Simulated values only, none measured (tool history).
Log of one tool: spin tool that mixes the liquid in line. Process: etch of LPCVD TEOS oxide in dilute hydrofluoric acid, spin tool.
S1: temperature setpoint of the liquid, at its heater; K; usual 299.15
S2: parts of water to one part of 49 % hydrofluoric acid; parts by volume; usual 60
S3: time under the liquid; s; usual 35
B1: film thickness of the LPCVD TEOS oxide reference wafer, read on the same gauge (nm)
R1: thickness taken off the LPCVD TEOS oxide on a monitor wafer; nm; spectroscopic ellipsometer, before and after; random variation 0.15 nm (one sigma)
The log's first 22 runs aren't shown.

{"run": 23, "hour": 1221.8, "S1": 302.15, "S2": 40, "S3": 35, "B1": 120.36, "R1": 27.21}
{"run": 24, "hour": 1246.7, "S1": 296.65, "S2": 75, "S3": 45, "B1": 120.34, "R1": 14.32}
{"run": 25, "hour": 1281.3, "S1": 303.65, "S2": 80, "S3": 20, "B1": 120.3, "R1": 7.73}
{"run": 26, "hour": 1340.6, "S1": 303.65, "S2": 60, "S3": 35, "B1": 120.14, "R1": 18.9}
{"run": 27, "hour": 1457.1, "S1": 299.15, "S2": 85, "S3": 35, "B1": 119.83, "R1": 10.69}
{"run": 28, "hour": 1494.3, "S1": 299.15, "S2": 60, "S3": 35, "B1": 119.68, "R1": 15.77}
{"run": 29, "hour": 1533.4, "S1": 303.15, "S2": 60, "S3": 35, "B1": 119.54, "R1": 18.35}
{"run": 30, "hour": 1571.5, "S1": 297.15, "S2": 35, "S3": 30, "B1": 119.41, "R1": 21.68}
{"run": 31, "hour": 1633.6, "S1": 295.65, "S2": 35, "S3": 25, "B1": 119.16, "R1": 16.93}

Run 32 comes next. What will it give?
{"run": 32, "hour": 1673.1, "S1": 303.65, "S2": 80, "S3": 35, "B1": "?", "R1": "?"}

B1: 119
R1: 13.57 nm
Without the tool's hidden state the same run would have given R1 13.68 nm.

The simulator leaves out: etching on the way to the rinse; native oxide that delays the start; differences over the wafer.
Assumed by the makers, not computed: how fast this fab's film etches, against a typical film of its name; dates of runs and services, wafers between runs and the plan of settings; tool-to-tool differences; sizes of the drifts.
